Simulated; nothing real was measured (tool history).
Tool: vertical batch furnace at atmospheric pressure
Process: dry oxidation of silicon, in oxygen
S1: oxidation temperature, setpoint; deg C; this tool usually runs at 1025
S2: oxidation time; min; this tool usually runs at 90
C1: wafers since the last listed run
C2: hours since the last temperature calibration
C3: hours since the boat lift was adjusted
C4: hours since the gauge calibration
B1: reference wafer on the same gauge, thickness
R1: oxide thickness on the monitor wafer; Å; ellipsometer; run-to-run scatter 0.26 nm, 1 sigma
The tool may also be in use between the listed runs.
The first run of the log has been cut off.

run,hour,S1,S2,C1,C2,C3,C4,B1,R1
2,83.9,1025,90,1181,4048,1581.1,2528.4,108.24,998
3,165.6,1039,90,1150,4129.7,1662.8,2610.1,108.39,1082.7
4,230,1039,90,906,4194.1,1727.2,2674.5,108.49,1083.7
5,320.1,1025,113.5,1268,4284.2,1817.3,2764.6,108.2,1149.9
6,388.7,1025,113.5,965,4352.8,1885.9,2833.2,108.3,1154.1
7,484.1,1025,113.5,1343,4448.2,1981.3,2928.6,108.35,1155.7
8,550,1025,66.5,927,4514.1,2047.2,2994.5,108.24,822.7
9,647.8,1025,66.5,1377,4611.9,2145,3092.3,108.37,821.4
10,744.5,1012,90,1361,4708.6,2241.7,3189,108.3,913.6
# hour 798.6: thermocouples replaced and temperature profile calibrated
11,841.1,1012,90,1022,42.5,2338.3,3285.6,108.28,893
12,937.5,1025,90,1357,138.9,2434.7,3382,108.3,978.2
13,1007,1025,90,978,208.4,2504.2,3451.5,108.39,981.1
14,1249.5,1025,90,3414,450.9,2746.7,3694,108.2,977
15,1337.5,1041,78.5,1239,538.9,2834.7,3782,108.43,989.3
16,1414.3,1025,90,1081,615.7,2911.5,3858.8,108.44,984.2
17,1455.9,1014,90,585,657.3,2953.1,3900.4,108.23,914.3
# hour 1479.8: gauge calibrated
18,1540.2,1045,49,1186,741.6,3037.4,60.4,108.35,753.8
19,1767.2,1025,90,3196,968.6,3264.4,287.4,108.31,984.5
20,1819.9,1025,90,742,1021.3,3317.1,340.1,108.3,982.8
21,1903.2,1025,107,1172,1104.6,3400.4,423.4,108.33,1095.5
# hour 1976.2: boat lift adjusted
22,1994.1,1047,77,941,1195.5,17.9,514.3,108.25,1016.7
23,2077.6,1004,58,1175,1279,101.4,597.8,108.4,640.4

Forecast run 24:
24,2145,1044,55.5,949,1346.4,168.8,665.2,?,?

Run 24 yielded B1 108.24, R1 814.3 Å.
If the tool had no hidden condition, the same run with the same run-to-run variation would have returned R1 805.5 Å.
